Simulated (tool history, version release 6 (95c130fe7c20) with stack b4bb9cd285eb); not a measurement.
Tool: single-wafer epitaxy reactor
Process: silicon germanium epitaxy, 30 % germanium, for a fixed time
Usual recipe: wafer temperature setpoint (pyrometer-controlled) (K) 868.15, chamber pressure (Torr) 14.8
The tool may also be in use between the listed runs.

run,hour,wafer temperature setpoint (pyrometer-controlled) (K),chamber pressure (Torr),"read-back reference wafer on the same gauge, thickness_nm",mean film thickness on the monitor wafer (angstrom)
1,0.0,868.15,14.8,53.687,472.37
2,31.2,868.15,14.8,53.476,475.81
3,98.8,868.15,14.8,53.446,468.17
4,131.3,868.15,14.8,53.225,470.37
5,147.2,868.15,14.8,53.186,464.30
6,176.1,868.15,14.8,53.153,462.84
7,202.7,868.15,16.7,53.128,485.57
8,233.4,868.15,16.7,53.030,485.06
9,265.8,868.15,14.8,53.038,462.34
10,289.8,868.15,14.8,52.949,467.50
11,314.2,868.15,14.8,52.888,461.82
12,350.0,864.15,16.8,52.890,447.65
13,371.8,864.15,16.8,52.746,445.64
14,393.1,868.15,12.1,52.782,428.28
15,417.7,868.15,17.1,52.686,489.02
16,447.9,868.15,14.8,52.606,462.59
17,472.4,868.15,14.8,52.496,460.55
18,493.4,857.15,12.1,52.434,341.11
19,509.7,859.15,16.3,52.374,393.20
20,529.4,872.15,11.8,52.398,464.74
# hour 552.5: pyrometer calibrated
21,559.4,864.15,16.8,52.251,441.71
22,588.2,862.15,11.3,52.286,367.24
23,622.5,872.15,13.2,52.279,481.35
# hour 652.4: capacitance manometer re-zeroed and calibrated
24,654.5,868.15,18.4,52.233,488.94
25,679.1,858.15,14.8,52.102,369.63
# hour 695.1: gauge calibrated
# hour 695.3: showerhead replaced
26,737.5,868.15,14.8,53.588,472.41
27,758.0,868.15,16.9,53.659,491.93
28,781.6,882.15,16.9,53.546,661.96
29,812.7,868.15,13.7,53.468,457.98
30,827.3,861.15,18.4,53.507,435.96
31,853.5,863.15,14.8,53.403,422.99
32,865.7,858.15,18.2,53.325,404.38
33,878.5,868.15,14.8,53.400,466.87
34,900.3,857.15,14.8,53.232,367.36

Consider 3 possible next runs. They are alternatives, not a sequence: every one starts from the tool as it was left by run 34. What does each give?
A,900.7,868.15,14.8,?,?
B,900.7,861.15,14.8,?,?
C,900.7,879.15,18.5,?,?

run,"read-back reference wafer on the same gauge, thickness_nm",mean film thickness on the monitor wafer (angstrom)
A,53.234,464.43
B,53.234,400.21
C,53.234,631.31
What these runs would have given with no unlogged condition in the tool:
run,mean film thickness on the monitor wafer (angstrom)
A,470.11
B,405.11
C,639.03

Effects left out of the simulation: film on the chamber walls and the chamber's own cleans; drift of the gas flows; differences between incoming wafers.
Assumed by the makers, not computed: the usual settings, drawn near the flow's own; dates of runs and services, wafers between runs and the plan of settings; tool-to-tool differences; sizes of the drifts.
